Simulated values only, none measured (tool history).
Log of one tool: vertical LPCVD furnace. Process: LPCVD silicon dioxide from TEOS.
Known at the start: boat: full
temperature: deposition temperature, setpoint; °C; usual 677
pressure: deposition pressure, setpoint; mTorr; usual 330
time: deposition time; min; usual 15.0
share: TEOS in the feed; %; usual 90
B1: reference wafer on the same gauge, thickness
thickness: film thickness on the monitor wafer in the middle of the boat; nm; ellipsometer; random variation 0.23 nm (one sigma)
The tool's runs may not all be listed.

Run 1, hour 0.0: usual settings; B1 59.67. Result: thickness 83.00 nm.
Run 2, hour 30.5: usual settings; B1 59.61. Result: thickness 82.95 nm.
Run 3, hour 50.1: usual settings; B1 59.58. Result: thickness 82.68 nm.
Run 4, hour 65.9: usual settings but share 81 %; B1 59.59. Result: thickness 78.97 nm.
Run 5, hour 96.5: usual settings but temperature 674 °C; B1 59.59. Result: thickness 76.85 nm.
Run 6, hour 129.6: usual settings but temperature 674 °C; B1 59.61. Result: thickness 77.08 nm.
Run 7, hour 155.8: usual settings; B1 59.63. Result: thickness 83.62 nm.
Run 8, hour 181.4: usual settings; B1 59.62. Result: thickness 82.97 nm.
Run 9, hour 216.8: usual settings; B1 59.61. Result: thickness 82.72 nm.
At hour 251.4: pressure gauge zeroed.
Run 10, hour 251.9: usual settings but pressure 310 mTorr; B1 59.56. Result: thickness 81.32 nm.
At hour 286.9: thermocouples replaced and temperature profile calibrated.
Run 11, hour 287.4: usual settings but pressure 310 mTorr; B1 59.61. Result: thickness 71.15 nm.
Run 12, hour 293.4: usual settings but pressure 310 mTorr; B1 59.58. Result: thickness 70.81 nm.
Run 13, hour 323.1: usual settings; B1 59.59. Result: thickness 74.07 nm.
Run 14, hour 339.3: usual settings but temperature 681 °C; B1 59.60. Result: thickness 80.98 nm.
At hour 365.4: gauge calibrated.
Run 15, hour 370.3: usual settings but temperature 686 °C, time 10.5 min; B1 59.67. Result: thickness 64.02 nm.
Run 16, hour 387.2: usual settings but time 11.0 min; B1 59.60. Result: thickness 54.20 nm.
Run 17, hour 415.0: usual settings; B1 59.62. Result: thickness 73.78 nm.
Run 18, hour 439.8: usual settings but time 11.0 min, share 79 %; B1 59.56. Result: thickness 50.65 nm.
Run 19, hour 456.2: usual settings but temperature 670 °C, time 10.5 min, share 79 %; B1 59.58. Result: thickness 40.50 nm.
At hour 497.3: TEOS flow controller replaced.
Run 20, hour 497.8: usual settings; B1 59.63. Result: thickness 73.71 nm.
Run 21, hour 501.8: usual settings but temperature 670 °C, share 81 %; B1 59.59. Result: thickness 59.19 nm.
Run 22, hour 561.7: usual settings; B1 59.60. Result: thickness 73.62 nm.
Run 23, hour 584.9: usual settings but temperature 671 °C, time 10.5 min; B1 59.59. Result: thickness 44.77 nm.
Run 24, hour 598.7: usual settings but temperature 668 °C, time 10.0 min, share 76 %; B1 59.57. Result: thickness 36.14 nm.
Run 25, hour 633.4: usual settings but time 19.5 min; B1 59.61. Result: thickness 95.45 nm.
Run 26, hour 655.1: usual settings but share 83 %; B1 59.60. Result: thickness 70.64 nm.
Run 27, hour 671.9: usual settings; B1 59.58. Result: thickness 73.67 nm.
Run 28, hour 687.7: usual settings but temperature 674 °C; B1 59.59. Result: thickness 68.35 nm.
Run 29, hour 702.9: usual settings; B1 59.63. Result: thickness 73.59 nm.
Run 30, hour 727.0: usual settings but temperature 685 °C; B1 59.64. Result: thickness 89.75 nm.
Run 31, hour 746.1: usual settings but temperature 669 °C, pressure 265 mTorr; B1 59.54. Result: thickness 54.34 nm.

The tool's hidden state at each run:
true pressure minus gauge reading, mTorr: 0 in every run
deviation of the TEOS flow from its setpoint, %: 0 in every run
gauge reads high (%): 0 in every run
H1: true tube temperature minus thermocouple reading, K
run     H1
  1   5.17
  2   5.22
  3   5.25
  4   5.28
  5   5.33
  6   5.39
  7   5.43
  8   5.48
  9   5.54
 10    5.6
 11   0.42
 12   0.42
 13   0.42
 14   0.42
 15  0.421
 16  0.421
 17  0.422
 18  0.424
 19  0.425
 20  0.427
 21  0.428
 22  0.433
 23  0.435
 24  0.437
 25  0.441
 26  0.443
 27  0.446
 28  0.448
 29   0.45
 30  0.454
 31  0.457

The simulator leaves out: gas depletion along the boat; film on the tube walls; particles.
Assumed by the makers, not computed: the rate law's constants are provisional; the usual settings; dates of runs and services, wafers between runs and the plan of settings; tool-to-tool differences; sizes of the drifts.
